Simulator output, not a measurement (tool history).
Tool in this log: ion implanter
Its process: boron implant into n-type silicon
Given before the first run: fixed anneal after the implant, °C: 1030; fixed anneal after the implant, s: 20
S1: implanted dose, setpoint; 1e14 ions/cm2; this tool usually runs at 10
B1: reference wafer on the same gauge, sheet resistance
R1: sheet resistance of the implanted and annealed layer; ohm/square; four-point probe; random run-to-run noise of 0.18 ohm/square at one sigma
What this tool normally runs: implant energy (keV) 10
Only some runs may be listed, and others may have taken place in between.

run 1 day=0 | S1=10 implant_energy_(keV)=10 | B1=127 | R1=119.12
run 2 day=0.492 | S1=11.94 implant_energy_(keV)=10 | B1=127 | R1=105.64
run 3 day=0.921 | S1=11.94 implant_energy_(keV)=10 | B1=126.97 | R1=105.42
run 4 day=1.562 | S1=10 implant_energy_(keV)=10 | B1=127.02 | R1=118.19
run 5 day=1.925 | S1=10 implant_energy_(keV)=10 | B1=127 | R1=118.41
run 6 day=2.504 | S1=10 implant_energy_(keV)=8 | B1=126.98 | R1=123.93
run 7 day=3.204 | S1=10 implant_energy_(keV)=8 | B1=126.96 | R1=124.08
run 8 day=3.942 | S1=10 implant_energy_(keV)=8 | B1=126.98 | R1=123.78
run 9 day=4.342 | S1=10 implant_energy_(keV)=10 | B1=126.96 | R1=118.44
-- day=5.258 extraction supply calibrated
run 10 day=5.279 | S1=10 implant_energy_(keV)=10 | B1=127.01 | R1=118.44
run 11 day=5.733 | S1=10 implant_energy_(keV)=10 | B1=127.01 | R1=118.26
run 12 day=6.362 | S1=11.62 implant_energy_(keV)=10 | B1=126.97 | R1=107.09
-- day=6.833 gauge calibrated
run 13 day=6.892 | S1=10 implant_energy_(keV)=12 | B1=126.98 | R1=114.54
-- day=7.346 Faraday cup replaced and dose calibrated
run 14 day=7.367 | S1=10 implant_energy_(keV)=12.5 | B1=127.05 | R1=116.57
run 15 day=7.775 | S1=11.55 implant_energy_(keV)=13 | B1=126.94 | R1=103.99
run 16 day=8.325 | S1=10 implant_energy_(keV)=8.5 | B1=126.99 | R1=124.41
run 17 day=8.642 | S1=10 implant_energy_(keV)=10 | B1=127.04 | R1=120.93
run 18 day=9.362 | S1=10 implant_energy_(keV)=10 | B1=127 | R1=121.13
run 19 day=9.783 | S1=7.33 implant_energy_(keV)=7.5 | B1=127.01 | R1=160.31
run 20 day=10.242 | S1=8.43 implant_energy_(keV)=10 | B1=127.01 | R1=138.18
run 21 day=10.804 | S1=10 implant_energy_(keV)=7 | B1=126.96 | R1=130.13
run 22 day=11.554 | S1=12.08 implant_energy_(keV)=7.5 | B1=126.97 | R1=114.68

3 options for the next run, each taken on its own from the tool as it stands now. Forecast them:
run A day=11.571 | S1=10 implant_energy_(keV)=10 | B1=? | R1=?
run B day=11.571 | S1=10 implant_energy_(keV)=13.5 | B1=? | R1=?
run C day=11.571 | S1=12.31 implant_energy_(keV)=7.5 | B1=? | R1=?

run=A B1=126.99 R1=121.08
run=B B1=126.99 R1=115.65
run=C B1=126.99 R1=113.7
What these runs would have given with no unlogged condition in the tool:
run=A R1=121.52
run=B R1=116.11
run=C R1=113.98
